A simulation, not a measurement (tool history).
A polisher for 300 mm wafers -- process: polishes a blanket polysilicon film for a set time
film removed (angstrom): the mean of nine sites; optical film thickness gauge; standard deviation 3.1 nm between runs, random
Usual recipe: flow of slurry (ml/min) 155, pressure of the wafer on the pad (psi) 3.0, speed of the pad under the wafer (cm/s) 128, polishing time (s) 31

run,hour,flow of slurry (ml/min),pressure of the wafer on the pad (psi),speed of the pad under the wafer (cm/s),polishing time (s),wafers since the last listed run,wafers polished on this pad,hours since the slurry nozzle was cleaned,hours since the head pressure was calibrated,"incoming thickness of the incoming film, nm",film removed (angstrom)
1,0.0,155,3.0,128,31,0,495,495.2,225.2,1009.2,3236
2,10.9,155,3.0,128,31,65,560,506.1,236.1,1020.2,3180
3,23.9,155,3.0,128,34,77,638,519.1,249.1,1002.0,3562
# hour 32.9: worn pad replaced by a new one
4,33.4,155,2.3,128,31,32,3,528.6,258.6,1003.5,2471
5,65.2,180,2.7,128,31,190,193,560.4,290.4,1015.9,3020
6,79.4,180,2.7,128,31,84,277,574.6,304.6,1017.2,2985
7,95.4,180,2.7,128,31,95,373,590.6,320.6,1014.0,3004
8,110.9,155,3.0,128,31,92,466,606.1,336.1,1014.2,3247
9,124.7,155,3.0,128,31,82,548,619.9,349.9,1002.4,3329
# hour 135.5: worn pad replaced by a new one
10,136.0,155,3.0,128,31,43,3,631.2,361.2,1006.0,3346
11,149.2,155,3.0,128,31,78,81,644.4,374.4,1010.7,3307
12,162.4,155,3.0,128,31,78,160,657.6,387.6,1002.9,3328
13,170.3,155,3.0,128,31,47,208,665.5,395.5,1005.2,3345
14,184.2,100,2.5,98,27,83,291,679.4,409.4,1021.8,1807
15,196.5,155,3.0,128,31,73,364,691.7,421.7,1012.6,3423
16,202.8,155,3.0,128,31,37,402,698.0,428.0,1000.6,3464
17,209.1,135,2.0,128,37,37,439,704.3,434.3,1001.2,2700
18,223.7,155,2.3,142,31,87,527,718.9,448.9,1033.1,2918
# hour 235.8: head pressure recalibrated
19,240.3,155,2.4,128,25,87,614,735.5,4.5,995.9,2015
# hour 257.0: worn pad replaced by a new one
20,257.5,155,3.0,128,31,78,3,752.7,21.7,1003.5,3138
21,261.7,155,3.0,86,31,25,28,756.9,25.9,1010.4,2286
# hour 268.6: slurry nozzle cleaned
22,290.8,155,3.0,128,31,167,196,22.2,55.0,1002.9,3117
23,307.6,125,2.7,158,21,100,296,39.0,71.8,1003.0,2208
24,320.1,115,2.5,92,41,74,371,51.5,84.3,1019.9,2514
25,326.9,105,2.5,128,35,40,411,58.3,91.1,1019.9,2737
26,334.7,155,3.6,128,24,46,458,66.1,98.9,1017.4,2912
27,347.9,155,3.0,128,31,78,537,79.3,112.1,999.4,3178

Predict each of these 4 candidate next runs independently; none follows another, all start after run 27:
A,348.3,155,3.0,102,31,2,539,79.7,112.5,1015.5,?
B,348.3,155,2.1,128,36,2,539,79.7,112.5,1015.5,?
C,348.3,120,3.0,128,37,2,539,79.7,112.5,1015.5,?
D,348.3,200,3.8,158,31,2,539,79.7,112.5,1015.5,?

run,film removed (angstrom)
A,2615
B,2610
C,3603
D,5011
Had the tool no hidden state, the same runs would have come out as:
run,film removed (angstrom)
A,2601
B,2597
C,3585
D,4985

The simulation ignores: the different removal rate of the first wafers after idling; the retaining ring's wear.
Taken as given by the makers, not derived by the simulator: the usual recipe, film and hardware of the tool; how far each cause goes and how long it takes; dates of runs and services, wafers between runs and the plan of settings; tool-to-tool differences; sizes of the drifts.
